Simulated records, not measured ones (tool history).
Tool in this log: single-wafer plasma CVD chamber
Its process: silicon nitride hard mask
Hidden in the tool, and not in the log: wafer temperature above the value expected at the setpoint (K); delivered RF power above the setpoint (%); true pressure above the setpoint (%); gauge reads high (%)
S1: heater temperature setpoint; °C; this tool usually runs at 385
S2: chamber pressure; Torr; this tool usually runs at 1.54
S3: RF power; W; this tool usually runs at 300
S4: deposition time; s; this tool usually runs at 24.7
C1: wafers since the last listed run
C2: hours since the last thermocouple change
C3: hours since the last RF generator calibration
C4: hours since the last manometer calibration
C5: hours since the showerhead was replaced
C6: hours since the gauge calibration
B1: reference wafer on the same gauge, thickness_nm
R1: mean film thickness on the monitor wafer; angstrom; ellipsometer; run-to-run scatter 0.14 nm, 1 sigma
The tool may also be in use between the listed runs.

run    hour   S1    S2   S3    S4    C1      C2     C3      C4      C5      C6      B1      R1
  1     0.0  385  1.54  300  24.7     0   611.4  318.0  1261.4  7408.7   267.9  25.397  271.37
  2    71.9  385  1.54  300  24.7   895   683.3  389.9  1333.3  7480.6   339.8  25.380  271.45
  3   112.9  391  1.54  335  24.7   510   724.3  430.9  1374.3  7521.6   380.8  25.417  292.72
  4   174.7  391  1.54  335  24.7   769   786.1  492.7  1436.1  7583.4   442.6  25.449  289.62
  5   214.1  391  1.54  335  24.7   490   825.5  532.1  1475.5  7622.8   482.0  25.361  289.20
  6   242.1  385  1.54  300  24.7   348   853.5  560.1  1503.5  7650.8   510.0  25.394  267.86
  7   299.1  385  1.54  300  24.7   709   910.5  617.1  1560.5  7707.8   567.0  25.323  267.35
  8   349.2  385  1.54  300  24.7   623   960.6  667.2  1610.6  7757.9   617.1  25.362  268.92
  9   376.6  385  1.54  280  24.7   341   988.0  694.6  1638.0  7785.3   644.5  25.447  259.11
 10   421.6  385  1.54  280  24.7   560  1033.0  739.6  1683.0  7830.3   689.5  25.336  257.50
      555.9  -- RF generator calibrated
      601.9  -- capacitance manometer re-zeroed and calibrated
 11   632.9  385  1.54  280  24.7  2432  1244.3   77.0    31.0  8041.6   900.8  25.375  257.88
 12   657.1  385  1.54  300  24.7   301  1268.5  101.2    55.2  8065.8   925.0  25.473  271.02
 13   689.4  385  1.74  300  24.7   402  1300.8  133.5    87.5  8098.1   957.3  25.389  281.49
 14   739.4  385  1.19  300  24.7   622  1350.8  183.5   137.5  8148.1  1007.3  25.437  248.34
 15   806.9  380  1.54  300  24.7   840  1418.3  251.0   205.0  8215.6  1074.8  25.400  272.42
 16   874.0  394  1.26  300  24.7   835  1485.4  318.1   272.1  8282.7  1141.9  25.435  249.88
      896.4  -- gauge calibrated
 17   904.1  374  1.54  240  22.9   374  1515.5  348.2   302.2  8312.8     7.7  25.374  212.47
      921.8  -- thermocouple changed; heater temperature recalibrated
 18   938.3  397  1.76  360  21.2   326    16.5  382.4   336.4  8347.0    41.9  25.393  272.35
 19  1000.5  385  1.19  300  24.7   774    78.7  444.6   398.6  8409.2   104.1  25.352  247.45
 20  1027.5  391  1.54  335  24.7   336   105.7  471.6   425.6  8436.2   131.1  25.408  289.07
 21  1096.8  385  1.70  250  28.3   863   175.0  540.9   494.9  8505.5   200.4  25.384  279.23
     1172.3  -- showerhead replaced
 22  1304.8  385  1.25  300  24.7  2490   383.0  748.9   702.9   132.5   408.4  25.435  252.08
 23  1335.8  385  1.54  300  21.1   386   414.0  779.9   733.9   163.5   439.4  25.390  232.22
 24  1398.0  385  1.20  270  28.3   774   476.2  842.1   796.1   225.7   501.6  25.441  262.50
     1423.3  -- RF generator calibrated
 25  1522.3  385  1.54  300  24.7  1448   600.5   99.0   920.4   350.0   625.9  25.374  273.22

Each row is a separate what-if for the run after 25, all from the same tool condition, not one after another. Results?
  A  1522.7  385  1.54  315  24.7   4  600.9  99.4  920.8  350.4  626.3   ?   ?
  B  1522.7  385  1.54  300  27.6   4  600.9  99.4  920.8  350.4  626.3   ?   ?
  C  1522.7  385  1.41  245  24.7   4  600.9  99.4  920.8  350.4  626.3   ?   ?

run      B1      R1
  A  25.367  281.36
  B  25.367  303.73
  C  25.367  226.90
Without the tool's hidden state the same runs would have given:
run      R1
  A  281.36
  B  303.73
  C  226.90
